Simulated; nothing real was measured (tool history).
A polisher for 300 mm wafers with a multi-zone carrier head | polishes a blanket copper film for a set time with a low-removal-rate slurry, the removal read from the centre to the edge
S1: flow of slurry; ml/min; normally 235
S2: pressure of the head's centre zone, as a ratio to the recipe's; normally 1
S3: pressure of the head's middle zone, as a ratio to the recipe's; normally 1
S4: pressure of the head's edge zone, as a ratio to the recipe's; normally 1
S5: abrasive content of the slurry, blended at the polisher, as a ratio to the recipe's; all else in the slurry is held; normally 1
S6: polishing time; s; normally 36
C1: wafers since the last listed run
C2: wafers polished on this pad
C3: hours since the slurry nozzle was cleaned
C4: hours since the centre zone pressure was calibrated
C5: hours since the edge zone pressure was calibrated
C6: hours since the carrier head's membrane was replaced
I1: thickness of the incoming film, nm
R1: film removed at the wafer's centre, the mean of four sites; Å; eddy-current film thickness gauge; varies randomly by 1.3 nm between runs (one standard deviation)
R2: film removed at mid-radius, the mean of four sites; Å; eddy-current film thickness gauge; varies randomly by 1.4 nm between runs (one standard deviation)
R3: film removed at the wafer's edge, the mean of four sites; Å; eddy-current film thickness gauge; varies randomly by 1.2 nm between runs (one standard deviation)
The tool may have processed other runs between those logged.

run,hour,S1,S2,S3,S4,S5,S6,C1,C2,C3,C4,C5,C6,I1,R1,R2,R3
1,0,235,1,1,1,1.1,36,0,18,763.5,26.9,241.6,1292.6,1140.2,1165,1158,1134
# hour 7.7: slurry nozzle cleaned
2,27.2,235,1,1,1,1,36,366,384,19.5,54.1,268.8,1319.8,1153.9,1147,1125,1152
3,43.9,235,1,1.07,1,1,36,233,618,36.2,70.8,285.5,1336.5,1143.6,1174,1176,1131
4,58.7,235,1,0.97,1.08,1,46,206,825,51,85.6,300.3,1351.3,1123.6,1499,1376,1502
5,72.3,305,1,0.94,1,1,36,190,1015,64.6,99.2,313.9,1364.9,1128,1198,1076,1159
6,87.9,215,1,1,1,1,36,218,1233,80.2,114.8,329.5,1380.5,1158.7,1155,1080,1123
7,98.9,165,1,1.1,1.08,1,36,153,1387,91.2,125.8,340.5,1391.5,1144,1141,1175,1143
# hour 109.6: carrier head's membrane replaced by a new one
# hour 115: worn pad replaced by a new one
8,115.5,285,1,1,1.1,1,24,106,7,107.8,142.4,357.1,5.9,1146.9,801,755,792
9,126.1,235,1,1,1,1.2,36,148,155,118.4,153,367.7,16.5,1137.7,1242,1167,1177
10,143.3,235,1,1,1,1,36,240,396,135.6,170.2,384.9,33.7,1135.1,1202,1123,1134
11,152.2,235,1,1,1,1,26,124,520,144.5,179.1,393.8,42.6,1164.6,858,807,819
# hour 159.3: edge zone pressure recalibrated
12,159.8,235,1,1,1,1,36,78,599,152.1,186.7,0.5,50.2,1125.7,1185,1125,1124
13,172.5,235,1,1.09,1,1,46,177,776,164.8,199.4,13.2,62.9,1159.5,1520,1514,1429
14,181.9,235,1,1,1,1,36,131,908,174.2,208.8,22.6,72.3,1147.3,1196,1118,1118
15,212.5,315,1,1,1,0.85,36,427,1336,204.8,239.4,53.2,102.9,1141.3,1200,1115,1129
# hour 222: worn pad replaced by a new one
16,226.1,235,1,1,1,1,36,134,57,218.4,253,66.8,116.5,1137.6,1174,1116,1127
17,234.3,235,1,1.09,1,1,46,114,172,226.6,261.2,75,124.7,1139.5,1549,1540,1420
18,245.1,235,0.95,0.9,0.92,1,28,151,323,237.4,272,85.8,135.5,1144,898,808,854
19,252.2,235,1.06,1,1,1,36,99,422,244.5,279.1,92.9,142.6,1140,1273,1120,1120
20,266.6,270,1.08,1,1,1,36,201,623,258.9,293.5,107.3,157,1142.9,1326,1115,1135
21,273.4,235,1,1,1.05,1.3,36,95,718,265.7,300.3,114.1,163.8,1142.6,1257,1187,1207
22,288.9,235,1,1,1,1,36,216,935,281.2,315.8,129.6,179.3,1130.4,1214,1109,1122

Forecast each of these 4 alternatives for the next run:
A,289.3,235,0.9,1,1,1,36,5,941,281.6,316.2,130,179.7,1139.2,?,?,?
B,289.3,235,1,0.94,0.9,1.25,30,5,941,281.6,316.2,130,179.7,1139.2,?,?,?
C,289.3,235,1,1,0.93,1,36,5,941,281.6,316.2,130,179.7,1139.2,?,?,?
D,289.3,235,1,0.88,1.09,1,36,5,941,281.6,316.2,130,179.7,1139.2,?,?,?

run,R1,R2,R3
A,1113,1106,1144
B,1053,919,947
C,1211,1105,1105
D,1210,1008,1195
What these runs would have given with no unlogged condition in the tool:
run,R1,R2,R3
A,1028,1106,1144
B,973,920,947
C,1119,1106,1105
D,1118,1008,1195
